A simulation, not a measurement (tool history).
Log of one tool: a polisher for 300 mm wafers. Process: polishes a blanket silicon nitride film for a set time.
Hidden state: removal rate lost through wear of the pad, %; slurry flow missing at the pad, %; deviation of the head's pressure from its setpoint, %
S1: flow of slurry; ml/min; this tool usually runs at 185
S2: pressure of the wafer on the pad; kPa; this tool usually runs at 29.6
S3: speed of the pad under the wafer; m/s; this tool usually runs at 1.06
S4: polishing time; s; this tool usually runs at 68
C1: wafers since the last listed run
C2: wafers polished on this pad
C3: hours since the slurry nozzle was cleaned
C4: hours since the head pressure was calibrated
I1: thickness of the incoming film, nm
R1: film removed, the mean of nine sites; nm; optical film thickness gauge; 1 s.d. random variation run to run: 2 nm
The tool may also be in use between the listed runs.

run	hour	S1	S2	S3	S4	C1	C2	C3	C4	I1	R1
1	0.0	185	29.6	1.06	68	0	2038	146.9	478.1	748.3	144.2
2	32.1	185	26.2	1.06	62	315	2353	179.0	510.2	742.2	114.2
3	85.1	185	26.2	1.06	62	520	2874	232.0	563.2	744.1	115.0
4	153.8	185	26.2	1.06	62	675	3550	300.7	631.9	765.1	112.2
# hour 308.6: worn pad replaced by a new one
5	328.6	185	29.6	1.06	68	1678	196	475.5	806.7	756.1	150.6
6	372.6	185	29.6	1.06	68	432	629	519.5	850.7	735.6	148.1
7	402.5	185	29.6	1.06	68	293	923	549.4	880.6	755.3	144.9
8	468.3	185	29.6	1.06	68	646	1570	615.2	946.4	754.7	143.4
9	513.1	155	23.4	1.06	68	440	2010	660.0	991.2	759.9	112.1
# hour 553.2: head pressure recalibrated
10	580.3	155	23.4	1.06	68	640	2651	727.2	27.1	745.6	106.4
# hour 611.3: slurry nozzle cleaned
11	636.2	185	29.6	1.06	68	539	3190	24.9	83.0	748.6	139.1
12	662.7	185	29.6	1.06	68	260	3451	51.4	109.5	758.0	136.7
13	715.6	185	29.6	1.06	68	519	3971	104.3	162.4	750.2	134.7
# hour 736.5: worn pad replaced by a new one
14	755.4	185	21.4	1.06	68	351	185	144.1	202.2	758.0	108.1
15	903.9	185	21.4	1.06	68	1459	1645	292.6	350.7	756.2	104.0
16	933.4	185	29.6	1.06	68	289	1934	322.1	380.2	750.7	138.8
17	1030.7	155	20.0	0.86	68	956	2891	419.4	477.5	740.6	75.3
18	1065.9	185	29.6	1.06	68	345	3237	454.6	512.7	744.7	137.6
19	1101.3	185	26.2	1.06	62	347	3585	490.0	548.1	752.1	111.4
20	1156.2	185	29.6	1.06	90	539	4124	544.9	603.0	759.2	174.3
# hour 1231.9: worn pad replaced by a new one
21	1261.6	225	29.6	1.36	68	996	292	650.3	708.4	753.1	189.8
22	1327.6	185	29.6	1.06	68	648	940	716.3	774.4	748.0	151.3
23	1388.3	240	22.8	1.06	80	596	1537	777.0	835.1	752.4	133.3
# hour 1477.6: slurry nozzle cleaned
24	1486.6	185	29.6	1.06	68	956	2493	9.0	933.4	751.3	141.9
25	1550.9	185	36.5	1.06	68	632	3125	73.3	997.7	748.9	172.3
26	1610.2	185	29.6	1.06	68	582	3708	132.6	1057.0	765.7	141.5
27	1638.7	185	34.5	0.78	68	280	3988	161.1	1085.5	745.2	123.8
# hour 1653.1: head pressure recalibrated
# hour 1659.3: worn pad replaced by a new one
28	1707.4	185	29.6	1.06	68	616	472	229.8	54.3	741.0	150.3
29	1766.5	185	29.6	1.06	52	580	1053	288.9	113.4	748.5	114.9
30	1798.6	120	22.1	1.06	68	315	1369	321.0	145.5	754.4	101.0
31	1841.6	155	24.8	1.06	68	422	1791	364.0	188.5	754.9	120.0
32	1905.7	185	29.6	1.32	68	630	2422	428.1	252.6	733.4	167.0
33	1932.9	165	29.6	1.06	53	267	2689	455.3	279.8	739.0	109.3
34	1979.8	210	29.6	0.86	46	461	3150	502.2	326.7	754.3	81.7
35	2017.0	220	29.6	1.06	68	365	3516	539.4	363.9	759.5	139.1
36	2078.0	220	29.6	0.80	68	599	4115	600.4	424.9	742.6	110.3
37	2136.2	235	21.4	0.70	68	572	4687	658.6	483.1	754.5	73.3
# hour 2162.8: slurry nozzle cleaned
# hour 2171.3: worn pad replaced by a new one
38	2204.4	185	29.6	1.06	68	621	325	41.6	551.3	761.2	143.8

Hidden state, per run?
slurry flow missing at the pad, %: 0 at every run
deviation of the head's pressure from its setpoint, %: 0 at every run
H1: removal rate lost through wear of the pad, %
run	H1
1	5.41
2	6.18
3	7.45
4	9.1
5	1.62
6	2.68
7	3.39
8	4.97
9	6.04
10	7.65
11	8.99
12	9.63
13	10.9
14	2.5
15	6.06
16	6.77
17	9.1
18	9.94
19	10.8
20	12.1
21	1.43
22	3.01
23	4.46
24	6.82
25	8.36
26	9.78
27	10.5
28	1.24
29	2.66
30	3.43
31	4.46
32	5.99
33	6.65
34	7.77
35	8.66
36	10.1
37	11.5
38	2.1

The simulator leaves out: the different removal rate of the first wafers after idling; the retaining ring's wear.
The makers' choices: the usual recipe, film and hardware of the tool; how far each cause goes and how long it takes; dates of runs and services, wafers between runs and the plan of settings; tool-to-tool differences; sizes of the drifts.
